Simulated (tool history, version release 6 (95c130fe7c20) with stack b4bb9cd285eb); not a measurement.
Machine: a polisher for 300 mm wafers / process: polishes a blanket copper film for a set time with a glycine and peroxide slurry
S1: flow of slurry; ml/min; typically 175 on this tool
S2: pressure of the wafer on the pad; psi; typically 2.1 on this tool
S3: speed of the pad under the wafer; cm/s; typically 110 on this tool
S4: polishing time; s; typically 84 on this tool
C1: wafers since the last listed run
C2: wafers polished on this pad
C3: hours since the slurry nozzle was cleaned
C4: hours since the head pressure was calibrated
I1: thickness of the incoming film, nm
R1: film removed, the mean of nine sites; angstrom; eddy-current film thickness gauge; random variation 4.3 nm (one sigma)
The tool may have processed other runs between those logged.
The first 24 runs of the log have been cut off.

run	hour	S1	S2	S3	S4	C1	C2	C3	C4	I1	R1
25	587.7	175	2.7	140	84	276	380	203.0	208.5	1509.0	4741
26	607.1	175	1.6	86	84	193	573	222.4	227.9	1519.1	2436
# hour 619.8: slurry nozzle cleaned
27	632.4	175	2.1	110	66	241	815	12.6	253.2	1527.5	2717
28	653.6	225	2.8	98	111	211	1026	33.8	274.4	1517.1	5516
29	666.8	175	2.1	110	84	131	1157	47.0	287.6	1526.8	3353
# hour 694.7: worn pad replaced by a new one
30	695.2	210	1.5	140	84	242	5	75.4	316.0	1500.5	2996
31	705.7	120	1.9	72	76	104	109	85.9	326.5	1527.8	2156
32	720.4	135	2.1	82	84	146	256	100.6	341.2	1530.2	2800
33	741.0	175	2.1	110	84	205	461	121.2	361.8	1516.0	3366
34	770.1	175	2.1	110	84	289	750	150.3	390.9	1531.1	3322
35	785.3	130	2.1	110	84	151	902	165.5	406.1	1527.8	3255

Predict each of these 5 candidate next runs independently; none follows another, all start after run 35:
A	785.8	175	2.1	110	64	4	907	166.0	406.6	1548.7	?
B	785.8	205	2.1	110	74	4	907	166.0	406.6	1548.7	?
C	785.8	175	2.1	110	110	4	907	166.0	406.6	1548.7	?
D	785.8	175	2.1	128	84	4	907	166.0	406.6	1548.7	?
E	785.8	200	2.1	78	84	4	907	166.0	406.6	1548.7	?

run	R1
A	2512
B	2965
C	4318
D	3554
E	2893
With no hidden state in the tool, these same runs would have given:
run	R1
A	2576
B	3041
C	4428
D	3646
E	2963

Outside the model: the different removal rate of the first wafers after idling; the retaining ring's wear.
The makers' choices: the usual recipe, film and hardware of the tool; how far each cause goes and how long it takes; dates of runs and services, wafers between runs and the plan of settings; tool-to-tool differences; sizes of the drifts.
